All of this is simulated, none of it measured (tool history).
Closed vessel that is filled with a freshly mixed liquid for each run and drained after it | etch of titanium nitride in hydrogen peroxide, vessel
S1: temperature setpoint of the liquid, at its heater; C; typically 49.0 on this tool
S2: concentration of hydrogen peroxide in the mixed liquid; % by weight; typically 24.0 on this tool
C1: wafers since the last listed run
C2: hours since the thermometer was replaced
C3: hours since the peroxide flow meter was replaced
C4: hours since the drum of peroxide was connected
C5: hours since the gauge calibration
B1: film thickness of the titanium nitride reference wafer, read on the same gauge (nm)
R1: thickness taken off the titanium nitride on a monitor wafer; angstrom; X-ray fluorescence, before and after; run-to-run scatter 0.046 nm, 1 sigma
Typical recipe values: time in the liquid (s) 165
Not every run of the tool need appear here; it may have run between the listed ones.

Run 1, hour 0.0: usual settings but S1 45.5 C; C1 0; C2 422.1; C3 1900.7; C4 1269.6; C5 84.7; B1 150.00. Result: R1 66.5 angstrom.
Run 2, hour 24.2: usual settings but S1 45.5 C; C1 3117; C2 446.3; C3 1924.9; C4 1293.8; C5 108.9; B1 149.98. Result: R1 66.7 angstrom.
Run 3, hour 71.6: usual settings but S1 54.5 C; C1 6105; C2 493.7; C3 1972.3; C4 1341.2; C5 156.3; B1 150.01. Result: R1 127.0 angstrom.
At hour 81.4: thermometer replaced.
Run 4, hour 88.8: usual settings but S1 54.5 C; C1 2086; C2 7.4; C3 1989.5; C4 1358.4; C5 173.5; B1 149.99. Result: R1 126.5 angstrom.
Run 5, hour 100.3: usual settings but S1 42.5 C, S2 18.5 % by weight; C1 1481; C2 18.9; C3 2001.0; C4 1369.9; C5 185.0; B1 150.03. Result: R1 49.7 angstrom.
Run 6, hour 112.8: usual settings but S2 25.5 % by weight, time in the liquid (s) 105; C1 1610; C2 31.4; C3 2013.5; C4 1382.4; C5 197.5; B1 150.02. Result: R1 55.4 angstrom.
Run 7, hour 127.4: usual settings but S2 25.5 % by weight, time in the liquid (s) 105; C1 1880; C2 46.0; C3 2028.1; C4 1397.0; C5 212.1; B1 150.00. Result: R1 55.5 angstrom.
Run 8, hour 134.8: usual settings but S2 25.5 % by weight, time in the liquid (s) 105; C1 953; C2 53.4; C3 2035.5; C4 1404.4; C5 219.5; B1 150.01. Result: R1 55.4 angstrom.
Run 9, hour 141.4: usual settings but S1 43.5 C, S2 17.5 % by weight, time in the liquid (s) 125; C1 850; C2 60.0; C3 2042.1; C4 1411.0; C5 226.1; B1 149.95. Result: R1 40.5 angstrom.
At hour 142.3: gauge calibrated.
At hour 143.1: peroxide flow meter replaced.
Run 10, hour 162.6: usual settings but S1 45.5 C; C1 2602; C2 81.2; C3 19.5; C4 1432.2; C5 20.3; B1 150.01. Result: R1 65.9 angstrom.
At hour 164.8: new drum of peroxide connected.
Run 11, hour 170.1: usual settings but S1 54.5 C, S2 28.0 % by weight; C1 837; C2 88.7; C3 27.0; C4 5.3; C5 27.8; B1 150.01. Result: R1 131.8 angstrom.

The next listed run, before its measurement:
Run 12, hour 176.9: usual settings; C1 875; C2 95.5; C3 33.8; C4 12.1; C5 34.6; B1 ?. Result: R1 ?.

Run 12 produced B1 150.05, R1 85.2 angstrom.
If the tool had no hidden condition, the same run with the same run-to-run variation would have returned R1 85.2 angstrom.
